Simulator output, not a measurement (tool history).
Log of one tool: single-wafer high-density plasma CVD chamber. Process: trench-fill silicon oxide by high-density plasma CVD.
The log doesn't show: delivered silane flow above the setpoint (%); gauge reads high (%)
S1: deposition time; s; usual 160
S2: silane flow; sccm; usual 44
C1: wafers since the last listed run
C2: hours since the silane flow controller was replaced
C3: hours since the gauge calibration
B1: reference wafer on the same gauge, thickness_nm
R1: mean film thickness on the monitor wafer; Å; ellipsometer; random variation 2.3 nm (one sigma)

run	hour	S1	S2	C1	C2	C3	B1	R1
1	0	160	44	0	3622.9	1331.7	844.071	7473.23
2	62.3	160	44	626	3685.2	1394	844.418	7451.12
3	142.1	160	44	802	3765	1473.8	843.64	7438.48
4	247.3	160	44	1057	3870.2	1579	843.758	7429.65
5	294.8	160	44	477	3917.7	1626.5	843.641	7373.69
6	516.4	160	44	2228	4139.3	1848.1	844.565	7435.37
7	600.5	160	44	845	4223.4	1932.2	843.964	7408.11
8	665.8	185	44	656	4288.7	1997.5	844.647	8577.24
9	711.1	160	44	455	4334	2042.8	843.802	7422.97
10	777.9	176	39	671	4400.8	2109.6	844.082	7615.77
11	864.1	176	39	866	4487	2195.8	843.574	7641.84
12	904.9	137	44	410	4527.8	2236.6	843.904	6300.75
# hour 921.2: gauge calibrated
13	986.7	137	44	822	4609.6	65.5	844.344	6328.57
14	1042.9	160	44	565	4665.8	121.7	843.565	7346.73
15	1113.3	160	44	707	4736.2	192.1	843.965	7329.19
16	1174.8	160	44	618	4797.7	253.6	843.704	7370.07
17	1259.2	160	44	848	4882.1	338	844.001	7372.58
18	1318.5	171	51	596	4941.4	397.3	843.808	8459.34
19	1551.7	160	44	2344	5174.6	630.5	844.878	7279.05
20	1615.7	151	38	643	5238.6	694.5	843.606	6398.48

Run 21 comes next. What will it give?
21	1652.3	132	47	367	5275.2	731.1	?	?

{"run 21": {"B1": 843.964, "R1": 6241.99}}
Without the tool's hidden state the same run would have given R1 6473.06 Å.
